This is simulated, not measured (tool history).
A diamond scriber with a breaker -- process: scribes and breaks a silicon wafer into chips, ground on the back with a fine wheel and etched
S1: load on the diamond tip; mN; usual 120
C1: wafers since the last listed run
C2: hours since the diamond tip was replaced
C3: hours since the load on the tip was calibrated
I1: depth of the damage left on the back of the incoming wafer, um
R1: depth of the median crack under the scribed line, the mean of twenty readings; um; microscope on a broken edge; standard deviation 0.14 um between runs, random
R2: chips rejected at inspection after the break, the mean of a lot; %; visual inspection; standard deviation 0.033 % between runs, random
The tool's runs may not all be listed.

run,hour,S1,C1,C2,C3,I1,R1,R2
1,0,120,0,275.2,232.9,0.79,10.08,0.98
2,7.5,120,9,282.7,240.4,0.72,9.59,0.97
3,23.3,142,20,298.5,256.2,0.39,10.62,1.1
4,29.7,137,8,304.9,262.6,0.52,10.8,0.81
5,37.8,137,10,313,270.7,0.73,10.6,0.79
6,48,137,12,323.2,280.9,0.5,10.49,0.82
7,56.5,106,10,331.7,289.4,0.4,9,2.46
8,72.3,106,20,347.5,305.2,0.44,9.03,2.75
9,86.3,106,17,361.5,319.2,0.36,9.17,2.59
10,100.5,143,17,375.7,333.4,0.52,10.5,0.85
11,108,143,9,383.2,340.9,0.74,10.69,0.89
12,122.7,120,18,397.9,355.6,0.45,9.78,1.32
13,138.5,120,20,413.7,371.4,0.32,9.52,1.33
14,146.9,120,10,422.1,379.8,0.7,9.55,1.32
15,159.5,120,15,434.7,392.4,0.5,9.66,1.37
16,168.6,120,11,443.8,401.5,0.39,9.78,1.48
17,179.5,100,13,454.7,412.4,0.63,8.76,4.55
18,193.6,151,17,468.8,426.5,0.42,10.5,1.13
# hour 203.6: load on the tip recalibrated
19,217.3,148,27,492.5,13.7,0.35,11.62,2.64
# hour 236.2: diamond tip replaced by a new one
20,247.2,152,35,11,43.6,0.62,11.62,2.97
21,260.4,120,16,24.2,56.8,0.56,10.45,0.71
22,271.2,120,13,35,67.6,0.78,10.3,0.77

What does the tool deliver on the next run?
23,288.5,108,21,52.3,84.9,0.3,?,?

R1: 9.44 um
R2: 1.2 %
Had the tool carried no hidden state, the very same run would have given R1 9.48 um, R2 1.13 %.
